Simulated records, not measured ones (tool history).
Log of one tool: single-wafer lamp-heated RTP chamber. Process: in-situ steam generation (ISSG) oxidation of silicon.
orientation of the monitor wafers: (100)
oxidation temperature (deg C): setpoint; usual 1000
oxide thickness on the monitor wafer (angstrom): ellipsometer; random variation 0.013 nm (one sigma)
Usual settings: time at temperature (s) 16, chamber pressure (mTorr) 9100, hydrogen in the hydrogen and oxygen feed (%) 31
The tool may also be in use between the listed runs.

run	hour	oxidation temperature (deg C)	time at temperature (s)	chamber pressure (mTorr)	hydrogen in the hydrogen and oxygen feed (%)	wafers since the last listed run	wafers since the last pyrometer calibration	hours since the pressure gauge was zeroed	hours since the hydrogen flow controller was replaced	hours since the gauge calibration	read-back reference wafer on the same gauge, thickness	oxide thickness on the monitor wafer (angstrom)
1	0.0	1000	16	9100	31	0	2823	2336.2	3507.9	2473.2	5.895	55.05
2	36.3	1000	16	9100	31	522	3345	2372.5	3544.2	2509.5	5.894	55.13
3	90.0	1000	20	9100	31	772	4118	2426.2	3597.9	2563.2	5.885	61.17
4	160.9	1000	11	9100	31	1020	5138	2497.1	3668.8	2634.1	5.893	47.21
# hour 287.9: pyrometer window cleaned and pyrometer calibrated
5	451.9	1000	16	9100	24	4071	2358	2788.1	3959.8	2925.1	5.888	51.60
6	499.4	1000	16	9100	31	683	3042	2835.6	4007.3	2972.6	5.889	55.16
# hour 547.1: gauge calibrated
7	551.7	1000	16	9100	31	752	3794	2887.9	4059.6	4.6	5.885	55.04
8	626.0	996	16	9100	28	1068	4863	2962.2	4133.9	78.9	5.880	53.12
# hour 703.4: hydrogen flow controller replaced
9	703.9	1000	16	9100	31	1005	5869	3040.1	0.5	156.8	5.894	55.55
10	796.1	1000	16	9100	31	1326	7195	3132.3	92.7	249.0	5.892	55.53
11	857.2	1000	16	9100	31	879	8075	3193.4	153.8	310.1	5.891	55.62
# hour 880.8: pyrometer window cleaned and pyrometer calibrated
12	949.7	1000	16	9100	31	1215	990	3285.9	246.3	402.6	5.885	54.39
13	1031.9	1000	16	9100	31	1182	2173	3368.1	328.5	484.8	5.898	55.21
14	1136.6	1000	19	9100	31	1506	3679	3472.8	433.2	589.5	5.887	59.88
15	1202.2	1006	16	9100	31	943	4623	3538.4	498.8	655.1	5.889	57.19
# hour 1264.1: pressure gauge zeroed
16	1277.2	1000	16	9100	31	963	5587	13.1	573.8	730.1	5.894	55.55
17	1357.9	1000	21	7600	31	1161	6748	93.8	654.5	810.8	5.886	64.33
18	1430.9	984	18	9100	32	1050	7799	166.8	727.5	883.8	5.892	55.47
# hour 1449.3: pyrometer window cleaned and pyrometer calibrated
19	1500.6	1008	16	8200	24	887	737	236.5	797.2	953.5	5.887	53.20
20	1595.4	1000	16	9100	31	1363	2101	331.3	892.0	1048.3	5.892	54.89
21	1645.1	1000	16	9600	31	715	2816	381.0	941.7	1098.0	5.886	54.47
22	1722.6	1014	16	9600	32	1115	3931	458.5	1019.2	1175.5	5.894	58.47
23	1782.2	1000	13	10100	32	857	4789	518.1	1078.8	1235.1	5.889	49.69
24	1852.1	1000	16	9100	31	1005	5794	588.0	1148.7	1305.0	5.885	55.55
25	1911.1	982	22	9100	32	848	6643	647.0	1207.7	1364.0	5.891	60.00
# hour 1977.0: pyrometer window cleaned and pyrometer calibrated
26	1977.5	1010	22	8000	32	840	7	713.4	1274.1	1430.4	5.891	66.30
27	2066.9	1000	16	9100	32	1286	1293	802.8	1363.5	1519.8	5.896	55.25
28	2123.5	1000	16	9100	32	814	2108	859.4	1420.1	1576.4	5.887	55.37
29	2211.1	1015	22	9100	32	1260	3368	947.0	1507.7	1664.0	5.889	68.70
30	2259.1	996	16	9100	28	690	4059	995.0	1555.7	1712.0	5.895	53.19
31	2314.1	1013	16	9100	31	791	4850	1050.0	1610.7	1767.0	5.896	58.52
32	2374.0	1000	16	8400	31	861	5712	1109.9	1670.6	1826.9	5.888	56.21

3 ways to go on from here, each from the tool as it stands after run 32. What would each give?
A	2374.4	1000	16	9100	25	5	5717	1110.3	1671.0	1827.3	?	?
B	2374.4	1000	13	9100	32	5	5717	1110.3	1671.0	1827.3	?	?
C	2374.4	982	20	8100	22	5	5717	1110.3	1671.0	1827.3	?	?

run	read-back reference wafer on the same gauge, thickness	oxide thickness on the monitor wafer (angstrom)
A	5.888	52.41
B	5.888	50.89
C	5.888	52.89
Without the tool's hidden state the same runs would have given:
run	oxide thickness on the monitor wafer (angstrom)
A	50.97
B	49.58
C	51.50
